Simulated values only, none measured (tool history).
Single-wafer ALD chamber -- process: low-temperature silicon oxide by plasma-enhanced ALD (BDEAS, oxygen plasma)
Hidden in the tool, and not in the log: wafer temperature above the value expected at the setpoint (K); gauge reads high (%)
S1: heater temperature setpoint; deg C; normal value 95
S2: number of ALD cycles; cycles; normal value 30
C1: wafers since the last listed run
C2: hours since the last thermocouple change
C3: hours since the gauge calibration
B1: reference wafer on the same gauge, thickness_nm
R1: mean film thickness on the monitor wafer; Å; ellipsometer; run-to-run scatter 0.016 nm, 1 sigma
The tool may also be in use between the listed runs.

Run 1, hour 0.0: usual settings; C1 0; C2 1186.8; C3 491.3; B1 4.368. Result: R1 49.03 Å.
Run 2, hour 32.1: usual settings; C1 233; C2 1218.9; C3 523.4; B1 4.372. Result: R1 49.03 Å.
Run 3, hour 64.7: usual settings; C1 237; C2 1251.5; C3 556.0; B1 4.369. Result: R1 49.11 Å.
Run 4, hour 130.8: usual settings; C1 480; C2 1317.6; C3 622.1; B1 4.371. Result: R1 49.23 Å.
Run 5, hour 201.3: usual settings; C1 512; C2 1388.1; C3 692.6; B1 4.370. Result: R1 49.12 Å.
Run 6, hour 225.7: usual settings but S1 104 deg C, S2 35 cycles; C1 177; C2 1412.5; C3 717.0; B1 4.368. Result: R1 56.26 Å.
Run 7, hour 252.3: usual settings but S1 104 deg C, S2 35 cycles; C1 193; C2 1439.1; C3 743.6; B1 4.367. Result: R1 56.19 Å.
Run 8, hour 298.2: usual settings; C1 333; C2 1485.0; C3 789.5; B1 4.369. Result: R1 49.15 Å.
Run 9, hour 355.3: usual settings; C1 415; C2 1542.1; C3 846.6; B1 4.375. Result: R1 49.02 Å.
Run 10, hour 407.4: usual settings; C1 379; C2 1594.2; C3 898.7; B1 4.370. Result: R1 48.89 Å.
Run 11, hour 454.3: usual settings but S1 83 deg C; C1 341; C2 1641.1; C3 945.6; B1 4.368. Result: R1 50.97 Å.
Run 12, hour 486.6: usual settings but S1 83 deg C; C1 235; C2 1673.4; C3 977.9; B1 4.373. Result: R1 50.66 Å.
Run 13, hour 553.5: usual settings but S1 83 deg C; C1 486; C2 1740.3; C3 1044.8; B1 4.371. Result: R1 50.88 Å.
Run 14, hour 608.9: usual settings; C1 403; C2 1795.7; C3 1100.2; B1 4.365. Result: R1 48.79 Å.
At hour 653.0: gauge calibrated.
Run 15, hour 667.3: usual settings; C1 424; C2 1854.1; C3 14.3; B1 4.373. Result: R1 49.03 Å.
Run 16, hour 727.3: usual settings; C1 436; C2 1914.1; C3 74.3; B1 4.374. Result: R1 48.85 Å.

Expected results for the next run?
Run 17, hour 758.2: usual settings but S1 85 deg C, S2 27 cycles; C1 224; C2 1945.0; C3 105.2; B1 ?. Result: R1 ?.

B1: 4.371
R1: 45.22 Å
Take away the tool's hidden state, keep the run-to-run variation as it was, and the same run would have given R1 46.16 Å.

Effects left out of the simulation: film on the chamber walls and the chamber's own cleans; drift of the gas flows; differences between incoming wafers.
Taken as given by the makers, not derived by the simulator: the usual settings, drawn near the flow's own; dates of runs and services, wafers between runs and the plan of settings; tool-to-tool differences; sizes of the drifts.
